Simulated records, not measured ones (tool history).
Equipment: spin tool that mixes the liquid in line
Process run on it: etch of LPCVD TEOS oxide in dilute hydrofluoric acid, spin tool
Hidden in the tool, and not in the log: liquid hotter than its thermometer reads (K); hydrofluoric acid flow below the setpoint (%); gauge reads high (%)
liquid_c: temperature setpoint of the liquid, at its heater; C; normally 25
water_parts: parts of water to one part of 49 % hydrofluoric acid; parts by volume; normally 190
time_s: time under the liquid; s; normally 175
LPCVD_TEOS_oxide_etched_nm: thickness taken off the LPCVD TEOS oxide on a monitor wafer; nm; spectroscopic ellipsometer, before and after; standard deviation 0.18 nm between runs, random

run    hour  liquid_c  water_parts  time_s  wafers since the last listed run  hours since the thermometer was replaced  hours since the hydrofluoric acid flow meter was replaced  hours since the gauge calibration  read-back film thickness of the LPCVD TEOS oxide reference wafer, read on the same gauge (nm)  LPCVD_TEOS_oxide_etched_nm
  1       0        25          170     175                                 0                                    1647.4                                                     2287.6                             1479.8                                                                                          70.03                       35.85
  2    44.2        25          170     175                               211                                    1691.6                                                     2331.8                               1524                                                                                          69.98                       36.55
         81  -- hydrofluoric acid flow meter replaced
  3    93.7        25          190     175                               232                                    1741.1                                                       12.7                             1573.5                                                                                             70                       31.63
  4   137.4        25          260     175                               209                                    1784.8                                                       56.4                             1617.2                                                                                          70.01                       21.74
  5   195.7        25          260     175                               278                                    1843.1                                                      114.7                             1675.5                                                                                          70.04                       21.43
  6   265.4        25          190     175                               333                                    1912.8                                                      184.4                             1745.2                                                                                             70                       32.15
  7   320.4        25          190     175                               263                                    1967.8                                                      239.4                             1800.2                                                                                          69.98                       32.03
  8   361.2        25          190     175                               195                                    2008.6                                                      280.2                               1841                                                                                             70                       32.04
  9   395.7        25          190     175                               165                                    2043.1                                                      314.7                             1875.5                                                                                          70.03                       31.91
 10   456.3        25          190     205                               289                                    2103.7                                                      375.3                             1936.1                                                                                          70.02                       37.26
      458.3  -- thermometer replaced
 11   498.6        25          190     175                               197                                      40.3                                                      417.6                             1978.4                                                                                             70                       33.09
 12   537.4        25          190     175                               185                                      79.1                                                      456.4                             2017.2                                                                                          70.05                       32.66
 13   607.2      26.5          155     110                               333                                     148.9                                                      526.2                               2087                                                                                          69.99                       27.73
 14   650.7      21.5          225     230                               208                                     192.4                                                      569.7                             2130.5                                                                                          70.02                        31.2
 15   706.5        21          190     280                               266                                     248.2                                                      625.5                             2186.3                                                                                             70                       45.46
        800  -- thermometer replaced, repeated, since the last time left the tool worse
 16     813        25          190     175                               504                                        13                                                        732                             2292.8                                                                                          69.99                          31
      842.1  -- gauge calibrated
 17     884      21.5          165     215                               339                                        84                                                        803                               41.9                                                                                          69.98                       39.01
 18   948.4        25          270     130                               308                                     148.4                                                      867.4                              106.3                                                                                          70.01                       14.95
 19    1019        25          190     175                               337                                       219                                                        938                              176.9                                                                                          69.97                       30.76
 20  1044.9      21.5          190     115                               123                                     244.9                                                      963.9                              202.8                                                                                          70.02                       17.78
 21  1082.4        25          190     175                               179                                     282.4                                                     1001.4                              240.3                                                                                          70.01                       30.86
 22  1142.2        25          190     175                               286                                     342.2                                                     1061.2                              300.1                                                                                          69.99                       31.01
 23  1170.4        20          215     175                               134                                     370.4                                                     1089.4                              328.3                                                                                          69.99                       22.27
 24  1209.9        25          130     175                               188                                     409.9                                                     1128.9                              367.8                                                                                          69.98                        48.9
 25  1247.5      27.5          270     175                               179                                     447.5                                                     1166.5                              405.4                                                                                          70.01                       21.83
 26  1273.4        25          190     175                               123                                     473.4                                                     1192.4                              431.3                                                                                          70.01                       31.18
 27  1325.4        25          225      90                               248                                     525.4                                                     1244.4                              483.3                                                                                          69.98                       13.02
 28    1397      22.5          280     130                               342                                       597                                                       1316                              554.9                                                                                          70.01                       13.11
 29  1438.8      22.5          215     225                               199                                     638.8                                                     1357.8                              596.7                                                                                          69.99                       31.26
 30  1480.4      27.5          125     110                               198                                     680.4                                                     1399.4                              638.3                                                                                             70                       35.28
 31  1542.8        25          190     175                               298                                     742.8                                                     1461.8                              700.7                                                                                          70.01                       31.46
 32  1598.1        28          285     100                               264                                     798.1                                                     1517.1                                756                                                                                          69.98                        11.9
 33  1642.2        25          190     220                               210                                     842.2                                                     1561.2                              800.1                                                                                          69.97                        39.4
 34  1704.5        25          190     175                               298                                     904.5                                                     1623.5                              862.4                                                                                          70.01                       31.28

List, for all runs, the conditions of the tool that the log does not record:
hydrofluoric acid flow below the setpoint (%): 0, the same for each run
gauge reads high (%): 0, the same for each run
H1: liquid hotter than its thermometer reads (K)
run      H1
  1   0.768
  2   0.788
  3   0.809
  4   0.828
  5   0.854
  6   0.884
  7   0.909
  8   0.926
  9   0.942
 10   0.968
 11    1.75
 12    1.77
 13     1.8
 14    1.82
 15    1.84
 16  0.0062
 17  0.0373
 18  0.0656
 19  0.0965
 20   0.108
 21   0.124
 22   0.151
 23   0.163
 24    0.18
 25   0.197
 26   0.208
 27   0.231
 28   0.262
 29   0.281
 30   0.299
 31   0.326
 32    0.35
 33    0.37
 34   0.397

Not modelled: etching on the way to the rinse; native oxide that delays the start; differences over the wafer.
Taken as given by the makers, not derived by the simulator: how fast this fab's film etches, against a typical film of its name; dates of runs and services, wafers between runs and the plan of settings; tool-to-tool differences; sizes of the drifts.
